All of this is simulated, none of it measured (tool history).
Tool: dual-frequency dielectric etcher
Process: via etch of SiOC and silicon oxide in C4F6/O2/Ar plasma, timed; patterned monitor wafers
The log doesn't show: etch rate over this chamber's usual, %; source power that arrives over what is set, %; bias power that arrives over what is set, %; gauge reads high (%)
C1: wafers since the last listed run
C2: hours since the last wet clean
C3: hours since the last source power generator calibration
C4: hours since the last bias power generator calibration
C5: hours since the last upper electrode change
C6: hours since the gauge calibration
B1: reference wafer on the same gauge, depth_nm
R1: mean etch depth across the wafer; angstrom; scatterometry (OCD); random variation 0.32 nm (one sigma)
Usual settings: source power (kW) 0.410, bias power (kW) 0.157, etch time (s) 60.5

run 1 hour=0.0 | source_power_(kW)=0.460 bias_power_(kW)=0.157 etch_time_(s)=60.5 | C1=0 C2=256.6 C3=3675.9 C4=2873.4 C5=5222.0 C6=669.0 | B1=77.4 | R1=686
-- hour=25.2 bias power generator calibrated
run 2 hour=35.9 | source_power_(kW)=0.410 bias_power_(kW)=0.157 etch_time_(s)=60.5 | C1=265 C2=292.5 C3=3711.8 C4=10.7 C5=5257.9 C6=704.9 | B1=77.4 | R1=669
run 3 hour=48.2 | source_power_(kW)=0.410 bias_power_(kW)=0.157 etch_time_(s)=60.5 | C1=102 C2=304.8 C3=3724.1 C4=23.0 C5=5270.2 C6=717.2 | B1=77.5 | R1=659
-- hour=77.4 upper electrode replaced
run 4 hour=77.9 | source_power_(kW)=0.410 bias_power_(kW)=0.157 etch_time_(s)=60.5 | C1=47 C2=334.5 C3=3753.8 C4=52.7 C5=0.5 C6=746.9 | B1=77.3 | R1=654
-- hour=93.5 source power generator calibrated
-- hour=115.3 wet clean of the chamber
run 5 hour=115.8 | source_power_(kW)=0.410 bias_power_(kW)=0.130 etch_time_(s)=60.5 | C1=101 C2=0.5 C3=22.3 C4=90.6 C5=38.4 C6=784.8 | B1=77.4 | R1=645
run 6 hour=116.1 | source_power_(kW)=0.410 bias_power_(kW)=0.157 etch_time_(s)=60.5 | C1=2 C2=0.8 C3=22.6 C4=90.9 C5=38.7 C6=785.1 | B1=77.3 | R1=684
-- hour=118.4 gauge calibrated
run 7 hour=137.5 | source_power_(kW)=0.410 bias_power_(kW)=0.157 etch_time_(s)=60.5 | C1=177 C2=22.2 C3=44.0 C4=112.3 C5=60.1 C6=19.1 | B1=77.3 | R1=680
run 8 hour=162.9 | source_power_(kW)=0.410 bias_power_(kW)=0.157 etch_time_(s)=50.5 | C1=211 C2=47.6 C3=69.4 C4=137.7 C5=85.5 C6=44.5 | B1=77.2 | R1=567
run 9 hour=191.2 | source_power_(kW)=0.410 bias_power_(kW)=0.157 etch_time_(s)=71.0 | C1=235 C2=75.9 C3=97.7 C4=166.0 C5=113.8 C6=72.8 | B1=77.3 | R1=797
run 10 hour=218.2 | source_power_(kW)=0.440 bias_power_(kW)=0.136 etch_time_(s)=51.5 | C1=224 C2=102.9 C3=124.7 C4=193.0 C5=140.8 C6=99.8 | B1=77.2 | R1=567
run 11 hour=243.9 | source_power_(kW)=0.410 bias_power_(kW)=0.157 etch_time_(s)=60.5 | C1=213 C2=128.6 C3=150.4 C4=218.7 C5=166.5 C6=125.5 | B1=77.5 | R1=672
run 12 hour=263.1 | source_power_(kW)=0.410 bias_power_(kW)=0.141 etch_time_(s)=56.0 | C1=159 C2=147.8 C3=169.6 C4=237.9 C5=185.7 C6=144.7 | B1=77.5 | R1=610
run 13 hour=291.2 | source_power_(kW)=0.380 bias_power_(kW)=0.157 etch_time_(s)=60.5 | C1=233 C2=175.9 C3=197.7 C4=266.0 C5=213.8 C6=172.8 | B1=77.3 | R1=662
run 14 hour=335.0 | source_power_(kW)=0.320 bias_power_(kW)=0.136 etch_time_(s)=71.5 | C1=363 C2=219.7 C3=241.5 C4=309.8 C5=257.6 C6=216.6 | B1=77.4 | R1=714
run 15 hour=357.3 | source_power_(kW)=0.470 bias_power_(kW)=0.144 etch_time_(s)=60.5 | C1=185 C2=242.0 C3=263.8 C4=332.1 C5=279.9 C6=238.9 | B1=77.5 | R1=676
run 16 hour=381.4 | source_power_(kW)=0.500 bias_power_(kW)=0.136 etch_time_(s)=60.5 | C1=200 C2=266.1 C3=287.9 C4=356.2 C5=304.0 C6=263.0 | B1=77.4 | R1=677
run 17 hour=404.0 | source_power_(kW)=0.500 bias_power_(kW)=0.190 etch_time_(s)=74.0 | C1=187 C2=288.7 C3=310.5 C4=378.8 C5=326.6 C6=285.6 | B1=77.3 | R1=910
run 18 hour=416.8 | source_power_(kW)=0.480 bias_power_(kW)=0.168 etch_time_(s)=66.0 | C1=106 C2=301.5 C3=323.3 C4=391.6 C5=339.4 C6=298.4 | B1=77.3 | R1=765
run 19 hour=434.1 | source_power_(kW)=0.460 bias_power_(kW)=0.190 etch_time_(s)=74.5 | C1=143 C2=318.8 C3=340.6 C4=408.9 C5=356.7 C6=315.7 | B1=77.5 | R1=885
run 20 hour=447.7 | source_power_(kW)=0.340 bias_power_(kW)=0.124 etch_time_(s)=42.5 | C1=112 C2=332.4 C3=354.2 C4=422.5 C5=370.3 C6=329.3 | B1=77.4 | R1=417
-- hour=486.5 wet clean of the chamber
run 21 hour=487.0 | source_power_(kW)=0.330 bias_power_(kW)=0.184 etch_time_(s)=60.5 | C1=127 C2=0.5 C3=393.5 C4=461.8 C5=409.6 C6=368.6 | B1=77.4 | R1=677
run 22 hour=491.6 | source_power_(kW)=0.410 bias_power_(kW)=0.140 etch_time_(s)=60.5 | C1=38 C2=5.1 C3=398.1 C4=466.4 C5=414.2 C6=373.2 | B1=77.4 | R1=654
run 23 hour=508.7 | source_power_(kW)=0.410 bias_power_(kW)=0.122 etch_time_(s)=60.5 | C1=142 C2=22.2 C3=415.2 C4=483.5 C5=431.3 C6=390.3 | B1=77.5 | R1=637
run 24 hour=559.6 | source_power_(kW)=0.410 bias_power_(kW)=0.157 etch_time_(s)=60.5 | C1=422 C2=73.1 C3=466.1 C4=534.4 C5=482.2 C6=441.2 | B1=77.4 | R1=677
run 25 hour=580.6 | source_power_(kW)=0.410 bias_power_(kW)=0.157 etch_time_(s)=66.5 | C1=174 C2=94.1 C3=487.1 C4=555.4 C5=503.2 C6=462.2 | B1=77.5 | R1=744
run 26 hour=597.3 | source_power_(kW)=0.410 bias_power_(kW)=0.157 etch_time_(s)=60.5 | C1=138 C2=110.8 C3=503.8 C4=572.1 C5=519.9 C6=478.9 | B1=77.2 | R1=677
run 27 hour=613.0 | source_power_(kW)=0.450 bias_power_(kW)=0.136 etch_time_(s)=60.5 | C1=130 C2=126.5 C3=519.5 C4=587.8 C5=535.6 C6=494.6 | B1=77.3 | R1=661
run 28 hour=645.2 | source_power_(kW)=0.410 bias_power_(kW)=0.179 etch_time_(s)=77.5 | C1=267 C2=158.7 C3=551.7 C4=620.0 C5=567.8 C6=526.8 | B1=77.2 | R1=895
run 29 hour=657.4 | source_power_(kW)=0.350 bias_power_(kW)=0.123 etch_time_(s)=69.5 | C1=101 C2=170.9 C3=563.9 C4=632.2 C5=580.0 C6=539.0 | B1=77.4 | R1=695

5 ways to go on from here, each from the tool as it stands after run 29. What would each give?
run A hour=657.8 | source_power_(kW)=0.410 bias_power_(kW)=0.179 etch_time_(s)=60.5 | C1=3 C2=171.3 C3=564.3 C4=632.6 C5=580.4 C6=539.4 | B1=? | R1=?
run B hour=657.8 | source_power_(kW)=0.510 bias_power_(kW)=0.157 etch_time_(s)=65.0 | C1=3 C2=171.3 C3=564.3 C4=632.6 C5=580.4 C6=539.4 | B1=? | R1=?
run C hour=657.8 | source_power_(kW)=0.360 bias_power_(kW)=0.173 etch_time_(s)=60.5 | C1=3 C2=171.3 C3=564.3 C4=632.6 C5=580.4 C6=539.4 | B1=? | R1=?
run D hour=657.8 | source_power_(kW)=0.410 bias_power_(kW)=0.157 etch_time_(s)=45.0 | C1=3 C2=171.3 C3=564.3 C4=632.6 C5=580.4 C6=539.4 | B1=? | R1=?
run E hour=657.8 | source_power_(kW)=0.350 bias_power_(kW)=0.171 etch_time_(s)=43.0 | C1=3 C2=171.3 C3=564.3 C4=632.6 C5=580.4 C6=539.4 | B1=? | R1=?

run=A B1=77.4 R1=696
run=B B1=77.4 R1=764
run=C B1=77.4 R1=667
run=D B1=77.4 R1=498
run=E B1=77.4 R1=469
Without the tool's hidden state the same runs would have given:
run=A R1=709
run=B R1=777
run=C R1=679
run=D R1=507
run=E R1=477

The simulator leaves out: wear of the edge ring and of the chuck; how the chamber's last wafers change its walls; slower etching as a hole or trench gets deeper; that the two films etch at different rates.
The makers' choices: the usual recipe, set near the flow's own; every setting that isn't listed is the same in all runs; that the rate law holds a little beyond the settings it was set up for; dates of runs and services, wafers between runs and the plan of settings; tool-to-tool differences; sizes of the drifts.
